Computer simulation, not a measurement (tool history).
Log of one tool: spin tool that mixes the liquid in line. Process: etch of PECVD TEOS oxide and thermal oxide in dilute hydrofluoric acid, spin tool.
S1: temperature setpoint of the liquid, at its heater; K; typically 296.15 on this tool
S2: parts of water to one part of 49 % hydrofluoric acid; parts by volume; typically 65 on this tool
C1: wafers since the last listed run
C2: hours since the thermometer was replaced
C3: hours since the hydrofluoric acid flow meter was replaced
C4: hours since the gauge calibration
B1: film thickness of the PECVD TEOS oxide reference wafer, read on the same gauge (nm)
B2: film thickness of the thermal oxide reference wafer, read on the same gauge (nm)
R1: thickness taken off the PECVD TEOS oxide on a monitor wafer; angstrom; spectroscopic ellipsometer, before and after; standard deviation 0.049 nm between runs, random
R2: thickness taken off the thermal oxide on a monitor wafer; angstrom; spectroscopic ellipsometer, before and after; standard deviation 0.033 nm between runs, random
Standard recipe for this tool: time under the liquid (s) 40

Run 1, hour 0: usual settings; C1 0; C2 2012.3; C3 845; C4 3178.3; B1 90.02; B2 140.007. Result: R1 88 angstrom, R2 31.12 angstrom.
Run 2, hour 68.2: usual settings; C1 615; C2 2080.5; C3 913.2; C4 3246.5; B1 90; B2 140.004. Result: R1 87.5 angstrom, R2 31.17 angstrom.
At hour 161: hydrofluoric acid flow meter replaced.
Run 3, hour 172.6: usual settings; C1 933; C2 2184.9; C3 11.6; C4 3350.9; B1 90; B2 139.992. Result: R1 84.7 angstrom, R2 29.83 angstrom.
Run 4, hour 212.3: usual settings; C1 358; C2 2224.6; C3 51.3; C4 3390.6; B1 89.99; B2 139.991. Result: R1 84.9 angstrom, R2 30.07 angstrom.
Run 5, hour 267: usual settings but S1 292.65 K, time under the liquid (s) 55; C1 493; C2 2279.3; C3 106; C4 3445.3; B1 89.98; B2 140.013. Result: R1 100.8 angstrom, R2 35.93 angstrom.
Run 6, hour 311.2: usual settings but S1 301.15 K, S2 40 parts by volume, time under the liquid (s) 50; C1 399; C2 2323.5; C3 150.2; C4 3489.5; B1 90.01; B2 140.002. Result: R1 221.5 angstrom, R2 77.09 angstrom.
Run 7, hour 398.9: usual settings but time under the liquid (s) 55; C1 792; C2 2411.2; C3 237.9; C4 3577.2; B1 89.99; B2 140.019. Result: R1 118.1 angstrom, R2 41.41 angstrom.
Run 8, hour 527.3: usual settings but time under the liquid (s) 35; C1 1159; C2 2539.6; C3 366.3; C4 3705.6; B1 90; B2 140.012. Result: R1 75.5 angstrom, R2 26.72 angstrom.
Run 9, hour 630.5: usual settings but S1 291.65 K, time under the liquid (s) 55; C1 932; C2 2642.8; C3 469.5; C4 3808.8; B1 90.02; B2 140.01. Result: R1 98.5 angstrom, R2 34.6 angstrom.
Run 10, hour 723.6: usual settings but S1 292.15 K, S2 40 parts by volume, time under the liquid (s) 30; C1 840; C2 2735.9; C3 562.6; C4 3901.9; B1 90.02; B2 139.981. Result: R1 92.5 angstrom, R2 32.04 angstrom.
Run 11, hour 822.9: usual settings but S1 292.65 K; C1 896; C2 2835.2; C3 661.9; C4 4001.2; B1 90; B2 140.029. Result: R1 75.1 angstrom, R2 26.63 angstrom.
At hour 924: thermometer replaced.
Run 12, hour 1110.1: usual settings; C1 2584; C2 186.1; C3 949.1; C4 4288.4; B1 90; B2 140.014. Result: R1 87.8 angstrom, R2 30.59 angstrom.
At hour 1145.8: gauge calibrated.
At hour 1176.9: hydrofluoric acid flow meter replaced.
Run 13, hour 1178.6: usual settings; C1 609; C2 254.6; C3 1.7; C4 32.8; B1 90; B2 140.007. Result: R1 85 angstrom, R2 30.2 angstrom.
Run 14, hour 1279.5: usual settings but S1 299.65 K, S2 75 parts by volume; C1 911; C2 355.5; C3 102.6; C4 133.7; B1 90; B2 140.011. Result: R1 85.2 angstrom, R2 29.19 angstrom.
Run 15, hour 1319.7: usual settings but S2 35 parts by volume; C1 363; C2 395.7; C3 142.8; C4 173.9; B1 89.99; B2 140.004. Result: R1 165.4 angstrom, R2 57.48 angstrom.
Run 16, hour 1362.9: usual settings but S1 293.15 K, S2 80 parts by volume, time under the liquid (s) 20; C1 390; C2 438.9; C3 186; C4 217.1; B1 89.98; B2 140.006. Result: R1 30.2 angstrom, R2 10.74 angstrom.
Run 17, hour 1459.5: usual settings; C1 872; C2 535.5; C3 282.6; C4 313.7; B1 89.99; B2 139.996. Result: R1 86.4 angstrom, R2 30.03 angstrom.
Run 18, hour 1559.6: usual settings but S1 301.15 K; C1 904; C2 635.6; C3 382.7; C4 413.8; B1 90.02; B2 140.015. Result: R1 104.6 angstrom, R2 36.99 angstrom.
Run 19, hour 1603.6: usual settings but S1 294.15 K, time under the liquid (s) 60; C1 397; C2 679.6; C3 426.7; C4 457.8; B1 90; B2 140.012. Result: R1 118.9 angstrom, R2 42.86 angstrom.
Run 20, hour 1708.2: usual settings but S1 294.15 K, S2 55 parts by volume, time under the liquid (s) 20; C1 944; C2 784.2; C3 531.3; C4 562.4; B1 90; B2 139.996. Result: R1 48.2 angstrom, R2 16.91 angstrom.
Run 21, hour 1809.5: usual settings but S2 45 parts by volume; C1 914; C2 885.5; C3 632.6; C4 663.7; B1 90.03; B2 139.996. Result: R1 129.3 angstrom, R2 45.4 angstrom.
Run 22, hour 1910.8: usual settings; C1 914; C2 986.8; C3 733.9; C4 765; B1 89.99; B2 140.004. Result: R1 87.3 angstrom, R2 30.9 angstrom.
Run 23, hour 1956.3: usual settings but S1 299.65 K, S2 85 parts by volume; C1 410; C2 1032.3; C3 779.4; C4 810.5; B1 90; B2 139.999. Result: R1 74.5 angstrom, R2 26.36 angstrom.
Run 24, hour 2003: usual settings but S1 300.15 K, S2 35 parts by volume, time under the liquid (s) 65; C1 421; C2 1079; C3 826.1; C4 857.2; B1 90.01; B2 139.986. Result: R1 324.4 angstrom, R2 114.1 angstrom.
Run 25, hour 2063.5: usual settings but S1 301.15 K, S2 80 parts by volume, time under the liquid (s) 55; C1 546; C2 1139.5; C3 886.6; C4 917.7; B1 90.02; B2 139.983. Result: R1 117.7 angstrom, R2 40.91 angstrom.

Measured less the same run without the tool's hidden state. The same run-to-run variation is in both; the gauge's scatter may not be:
The tool's hidden condition here consists of: liquid hotter than its thermometer reads (K); hydrofluoric acid flow above the setpoint (%); gauge reads high (%).
run    R1     R2
  1  +2.1  +0.76
  2  +2.3  +0.82
  3  +0.1  +0.04
  4  +0.2  +0.08
  5  +0.4  +0.15
  6  +1.2  +0.41
  7  +0.9  +0.33
  8  +0.8  +0.31
  9  +1.4   +0.5
 10  +1.6  +0.52
 11  +1.5  +0.52
 12  +2.4  +0.84
 13  +0.4  +0.15
 14  +0.6  +0.23
 15  +1.4   +0.5
 16  +0.3  +0.11
 17  +1.1  +0.39
 18  +1.7  +0.59
 19    +2  +0.73
 20  +0.9  +0.33
 21  +2.9     +1
 22  +2.2  +0.79
 23    +2  +0.72
 24  +8.8  +3.08
 25  +3.5  +1.25
